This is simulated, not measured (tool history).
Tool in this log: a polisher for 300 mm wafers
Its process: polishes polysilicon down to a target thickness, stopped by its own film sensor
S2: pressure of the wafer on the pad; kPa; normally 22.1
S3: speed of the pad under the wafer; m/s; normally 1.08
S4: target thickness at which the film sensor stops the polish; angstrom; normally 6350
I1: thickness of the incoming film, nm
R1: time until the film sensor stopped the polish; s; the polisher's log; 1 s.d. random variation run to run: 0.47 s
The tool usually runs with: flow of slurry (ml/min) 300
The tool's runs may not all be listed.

run 1 hour=0 | flow_of_slurry_(ml/min)=300 S2=27.6 S3=1.08 S4=6350 | I1=994.4 | R1=30.9
-- hour=21.6 slurry nozzle cleaned
run 2 hour=57 | flow_of_slurry_(ml/min)=300 S2=22.1 S3=1.08 S4=5880 | I1=989.5 | R1=40.1
-- hour=71.2 worn pad replaced by a new one
run 3 hour=94.4 | flow_of_slurry_(ml/min)=300 S2=22.1 S3=1.08 S4=6350 | I1=1008.9 | R1=32.9
run 4 hour=123.3 | flow_of_slurry_(ml/min)=300 S2=22.1 S3=1.08 S4=6350 | I1=1006.1 | R1=33.7
run 5 hour=188.9 | flow_of_slurry_(ml/min)=300 S2=22.1 S3=1.08 S4=6350 | I1=1007.5 | R1=34.3
run 6 hour=222.9 | flow_of_slurry_(ml/min)=300 S2=22.1 S3=1.08 S4=6350 | I1=999.9 | R1=34.1
run 7 hour=252.8 | flow_of_slurry_(ml/min)=300 S2=22.1 S3=1.08 S4=6350 | I1=995.3 | R1=33.5
run 8 hour=306.4 | flow_of_slurry_(ml/min)=300 S2=22.1 S3=1.08 S4=5410 | I1=990.8 | R1=43.2
run 9 hour=363 | flow_of_slurry_(ml/min)=300 S2=22.1 S3=1.08 S4=5410 | I1=1012.6 | R1=43.1
run 10 hour=410.7 | flow_of_slurry_(ml/min)=300 S2=22.1 S3=0.8 S4=6350 | I1=1002 | R1=46.9
run 11 hour=466.7 | flow_of_slurry_(ml/min)=300 S2=22.1 S3=0.8 S4=6350 | I1=978.3 | R1=43.4
-- hour=469.2 slurry nozzle cleaned
-- hour=484.2 worn pad replaced by a new one
-- hour=515.8 head pressure recalibrated
run 12 hour=565 | flow_of_slurry_(ml/min)=300 S2=24.8 S3=1.08 S4=5860 | I1=1016.5 | R1=35.9
run 13 hour=630.1 | flow_of_slurry_(ml/min)=355 S2=22.1 S3=1.08 S4=6350 | I1=1008.2 | R1=34.5
run 14 hour=697.5 | flow_of_slurry_(ml/min)=215 S2=22.1 S3=1.08 S4=6350 | I1=999.9 | R1=36.7
run 15 hour=743.9 | flow_of_slurry_(ml/min)=210 S2=22.1 S3=1.08 S4=7470 | I1=999 | R1=24.8
run 16 hour=807.5 | flow_of_slurry_(ml/min)=300 S2=25.5 S3=0.78 S4=6350 | I1=1008.1 | R1=43.9
run 17 hour=878.3 | flow_of_slurry_(ml/min)=330 S2=22.1 S3=1.26 S4=6350 | I1=1003.8 | R1=29.3
-- hour=925 worn pad replaced by a new one
-- hour=928.4 slurry nozzle cleaned
run 18 hour=936.6 | flow_of_slurry_(ml/min)=375 S2=26.2 S3=1.08 S4=6350 | I1=983.1 | R1=25.3
run 19 hour=977.2 | flow_of_slurry_(ml/min)=300 S2=15.9 S3=1.18 S4=6350 | I1=1005 | R1=37.2
run 20 hour=1048.6 | flow_of_slurry_(ml/min)=355 S2=22.1 S3=1.08 S4=6350 | I1=1019.4 | R1=33.7
-- hour=1064.9 head pressure recalibrated
run 21 hour=1077 | flow_of_slurry_(ml/min)=215 S2=22.1 S3=1.08 S4=6350 | I1=1004.3 | R1=36.2
run 22 hour=1128.6 | flow_of_slurry_(ml/min)=300 S2=22.1 S3=1.08 S4=6350 | I1=990.2 | R1=34.6
run 23 hour=1169.9 | flow_of_slurry_(ml/min)=300 S2=22.1 S3=1.08 S4=6350 | I1=990.4 | R1=34.2
run 24 hour=1202 | flow_of_slurry_(ml/min)=225 S2=18.6 S3=1.08 S4=5980 | I1=1006.1 | R1=47.5
run 25 hour=1228.8 | flow_of_slurry_(ml/min)=300 S2=24.8 S3=1.08 S4=5860 | I1=1011.4 | R1=38.1
run 26 hour=1258.7 | flow_of_slurry_(ml/min)=300 S2=22.1 S3=1.4 S4=5620 | I1=995.7 | R1=32.5
-- hour=1283.2 slurry nozzle cleaned
run 27 hour=1303.3 | flow_of_slurry_(ml/min)=225 S2=15.9 S3=1.08 S4=7510 | I1=995.8 | R1=31.5
run 28 hour=1351.9 | flow_of_slurry_(ml/min)=300 S2=22.1 S3=1.08 S4=6350 | I1=1010.1 | R1=35.9
-- hour=1384.2 worn pad replaced by a new one
run 29 hour=1385.8 | flow_of_slurry_(ml/min)=300 S2=24.8 S3=1.08 S4=6350 | I1=1002.8 | R1=27.8
run 30 hour=1427.6 | flow_of_slurry_(ml/min)=300 S2=24.8 S3=1.08 S4=5850 | I1=987.3 | R1=31.2
run 31 hour=1454.3 | flow_of_slurry_(ml/min)=195 S2=28.3 S3=1.36 S4=6350 | I1=1011.8 | R1=22.5
run 32 hour=1494.2 | flow_of_slurry_(ml/min)=250 S2=22.1 S3=1.28 S4=6350 | I1=1007.3 | R1=27.5
run 33 hour=1531.8 | flow_of_slurry_(ml/min)=300 S2=22.1 S3=1.08 S4=5410 | I1=998.6 | R1=41
run 34 hour=1573.3 | flow_of_slurry_(ml/min)=300 S2=22.1 S3=0.92 S4=7030 | I1=1010 | R1=31.9
-- hour=1658.3 head pressure recalibrated
run 35 hour=1702.3 | flow_of_slurry_(ml/min)=300 S2=22.1 S3=1.08 S4=6350 | I1=1000.4 | R1=35.9

A few steps of R1 between consecutive runs. Split each: what settings, incoming material and random variation would produce without the hidden state, and what is left over for the hidden state, along with gauge scatter present in only one of the two compared results (measured, and without hidden state):
The hidden state here: removal rate lost through wear of the pad, %; slurry flow missing at the pad, %; deviation of the head's pressure from its setpoint, %.
Run 2 -> 3: S4 5880 -> 6350, worn pad replaced by a new one. R1 -7.2 s: hidden state -5.1, all else -2.1.
Run 15 -> 16: flow of slurry (ml/min) 210 -> 300, S2 22.1 -> 25.5, S3 1.08 -> 0.78, S4 7470 -> 6350. R1 +19.1 s: hidden state +1.5, all else +17.6.
Run 16 -> 17: flow of slurry (ml/min) 300 -> 330, S2 25.5 -> 22.1, S3 0.78 -> 1.26. R1 -14.6 s: hidden state -1.4, all else -13.2.
Run 28 -> 29: S2 22.1 -> 24.8, worn pad replaced by a new one. R1 -8.1 s: hidden state -4.4, all else -3.7.
Run 32 -> 33: flow of slurry (ml/min) 250 -> 300, S3 1.28 -> 1.08, S4 6350 -> 5410. R1 +13.5 s: hidden state +0.4, all else +13.1.
Run 34 -> 35: S3 0.92 -> 1.08, S4 7030 -> 6350, head pressure recalibrated. R1 +4 s: hidden state +3.4, all else +0.6.
